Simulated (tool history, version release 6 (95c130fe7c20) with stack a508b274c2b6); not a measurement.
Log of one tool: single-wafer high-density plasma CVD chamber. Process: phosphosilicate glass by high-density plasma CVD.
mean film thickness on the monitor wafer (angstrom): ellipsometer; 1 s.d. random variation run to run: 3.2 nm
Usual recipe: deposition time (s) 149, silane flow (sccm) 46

run    hour  deposition time (s)  silane flow (sccm)  read-back reference wafer on the same gauge, thickness_nm  mean film thickness on the monitor wafer (angstrom)
  1       0                  130                  46                                                    831.505                                              6776.01
  2    33.3                  149                  46                                                    831.786                                              7842.79
  3    70.1                  149                  46                                                    831.264                                               7791.4
  4   243.9                  165                  50                                                    829.358                                              9148.31
  5   398.6                  165                  50                                                    830.402                                              9238.67
  6   424.2                  162                  46                                                    829.713                                              8460.36
  7   484.7                  162                  46                                                    830.581                                              8523.95
  8   546.4                  162                  46                                                    830.752                                              8455.81
  9   608.8                  149                  46                                                     831.05                                               7735.5
 10   679.2                  149                  46                                                    831.327                                              7764.87
 11   737.9                  149                  46                                                    830.124                                              7743.48
 12   802.2                  160                  46                                                    830.466                                              8379.16
 13   851.1                  160                  46                                                    831.023                                              8354.53
 14  1004.1                  168                  46                                                     832.05                                              8764.91
 15  1130.4                  149                  46                                                     830.92                                              7835.18
 16  1176.6                  125                  46                                                    831.763                                               6546.4
     1230.5  -- silane flow controller replaced
 17  1384.5                  125                  46                                                    830.856                                              6280.76
 18  1419.6                  167                  46                                                    831.126                                              8369.96
 19    1485                  167                  46                                                    830.751                                               8402.1
 20  1523.2                  149                  40                                                    832.159                                              6713.94
 21  1680.1                  121                  42                                                    831.588                                              5712.18
 22  1709.4                  149                  42                                                    831.206                                              7012.29
       1861  -- gauge calibrated
 23  1920.9                  149                  46                                                    830.968                                              7589.37
 24    1956                  127                  42                                                    830.911                                              6023.36
 25  2047.3                  140                  53                                                    832.297                                              8024.32
 26  2098.3                  123                  46                                                    831.574                                              6275.27
 27  2156.2                  134                  54                                                    831.024                                              7788.63
 28  2187.3                  176                  55                                                     829.79                                             10401.49
 29  2235.2                  149                  46                                                    831.081                                              7614.53
 30  2295.4                  149                  53                                                    831.072                                              8479.51
 31    2473                  149                  46                                                     830.72                                              7663.85
 32  2544.2                  119                  37                                                    830.929                                              5185.56
 33  2576.9                  135                  51                                                    830.014                                              7575.15
 34  2648.1                  129                  38                                                    830.693                                              5751.87
 35  2718.7                  178                  42                                                    830.639                                              8598.49
 36    2765                  149                  46                                                    830.695                                              7639.79
 37    2831                  166                  46                                                    830.777                                              8564.92
 38  2860.5                  149                  49                                                    829.769                                              8107.83
 39  2931.2                  120                  46                                                    830.067                                              6144.67
 40  2998.5                  169                  52                                                    830.878                                              9636.44
 41  3032.3                  132                  54                                                    830.926                                              7777.06

Below are 3 alternative next runs, each starting from the tool's condition after run 41. Predict each:
  A  3032.7                  149                  46                                                          ?                                                    ?
  B  3032.7                  149                  41                                                          ?                                                    ?
  C  3032.7                  165                  46                                                          ?                                                    ?

run  read-back reference wafer on the same gauge, thickness_nm  mean film thickness on the monitor wafer (angstrom)
  A                                                     831.16                                              7635.13
  B                                                     831.16                                              6978.36
  C                                                     831.16                                              8455.01
With no hidden state in the tool, these same runs would have given:
run  mean film thickness on the monitor wafer (angstrom)
  A                                              7345.93
  B                                              6714.03
  C                                              8134.75

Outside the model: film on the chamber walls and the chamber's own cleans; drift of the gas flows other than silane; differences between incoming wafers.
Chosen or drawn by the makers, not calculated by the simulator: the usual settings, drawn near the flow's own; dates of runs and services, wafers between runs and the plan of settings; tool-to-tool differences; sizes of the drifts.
